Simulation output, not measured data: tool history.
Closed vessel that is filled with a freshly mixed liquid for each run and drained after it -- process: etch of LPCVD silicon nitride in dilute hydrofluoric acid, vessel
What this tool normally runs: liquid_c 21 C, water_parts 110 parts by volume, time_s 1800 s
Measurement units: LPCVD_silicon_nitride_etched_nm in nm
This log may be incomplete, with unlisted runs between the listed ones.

| run | hour | liquid_c | water_parts | time_s | wafers since the last listed run | hours since the thermometer was replaced | hours since the hydrofluoric acid flow meter was replaced | hours since the gauge calibration | read-back film thickness of the LPCVD silicon nitride reference wafer, read on the same gauge (nm) | LPCVD_silicon_nitride_etched_nm |
|---|---|---|---|---|---|---|---|---|---|---|
| 1 | 0 | 21 | 110 | 1800 | 0 | 1239.2 | 1593.4 | 129.9 | 139.99 | 7.05 |
| 2 | 10.8 | 21 | 110 | 1800 | 313 | 1250 | 1604.2 | 140.7 | 140.03 | 7.12 |
| 3 | 24.3 | 21 | 110 | 1800 | 392 | 1263.5 | 1617.7 | 154.2 | 139.99 | 7.15 |
| 4 | 31.7 | 21 | 145 | 1800 | 215 | 1270.9 | 1625.1 | 161.6 | 139.99 | 5.41 |
| 5 | 38.3 | 21 | 145 | 1800 | 191 | 1277.5 | 1631.7 | 168.2 | 139.97 | 5.35 |
| 6 | 54.3 | 21 | 145 | 1800 | 464 | 1293.5 | 1647.7 | 184.2 | 140.02 | 5.38 |
|  | 56.6 | gauge calibrated |
| 7 | 63.5 | 21 | 110 | 1800 | 267 | 1302.7 | 1656.9 | 6.9 | 140 | 6.99 |
|  | 73.9 | hydrofluoric acid flow meter replaced |
| 8 | 77.3 | 24 | 135 | 1030 | 371 | 1316.5 | 3.4 | 20.7 | 140 | 4.03 |
| 9 | 89 | 17 | 150 | 1075 | 340 | 1328.2 | 15.1 | 32.4 | 140 | 2.35 |
| 10 | 99.8 | 21 | 110 | 1800 | 313 | 1339 | 25.9 | 43.2 | 140.01 | 7.1 |
| 11 | 106.4 | 21 | 110 | 1800 | 191 | 1345.6 | 32.5 | 49.8 | 140.01 | 7.02 |
|  | 113.3 | thermometer replaced |
| 12 | 113.8 | 21 | 155 | 1800 | 185 | 0.5 | 39.9 | 57.2 | 139.99 | 5.12 |
| 13 | 120.5 | 18 | 125 | 770 | 194 | 7.2 | 46.6 | 63.9 | 140.01 | 2.2 |
| 14 | 166 | 21 | 110 | 1800 | 1322 | 52.7 | 92.1 | 109.4 | 140.04 | 7.12 |
| 15 | 176 | 18 | 125 | 1165 | 290 | 62.7 | 102.1 | 119.4 | 139.98 | 3.27 |

Branching from run 15: 4 alternative next runs. What would each branch give?
| A | 177.2 | 21 | 135 | 1800 | 34 | 63.9 | 103.3 | 120.6 | ? | ? |
| B | 177.2 | 21 | 110 | 980 | 34 | 63.9 | 103.3 | 120.6 | ? | ? |
| C | 177.2 | 17 | 160 | 1465 | 34 | 63.9 | 103.3 | 120.6 | ? | ? |
| D | 177.2 | 25 | 110 | 1800 | 34 | 63.9 | 103.3 | 120.6 | ? | ? |

| run | read-back film thickness of the LPCVD silicon nitride reference wafer, read on the same gauge (nm) | LPCVD_silicon_nitride_etched_nm |
|---|---|---|
| A | 139.99 | 5.82 |
| B | 139.99 | 3.87 |
| C | 139.99 | 3.07 |
| D | 139.99 | 9.27 |
Without the tool's unlogged condition, the same runs would have read:
| run | LPCVD_silicon_nitride_etched_nm |
|---|---|
| A | 5.82 |
| B | 3.87 |
| C | 3.07 |
| D | 9.27 |
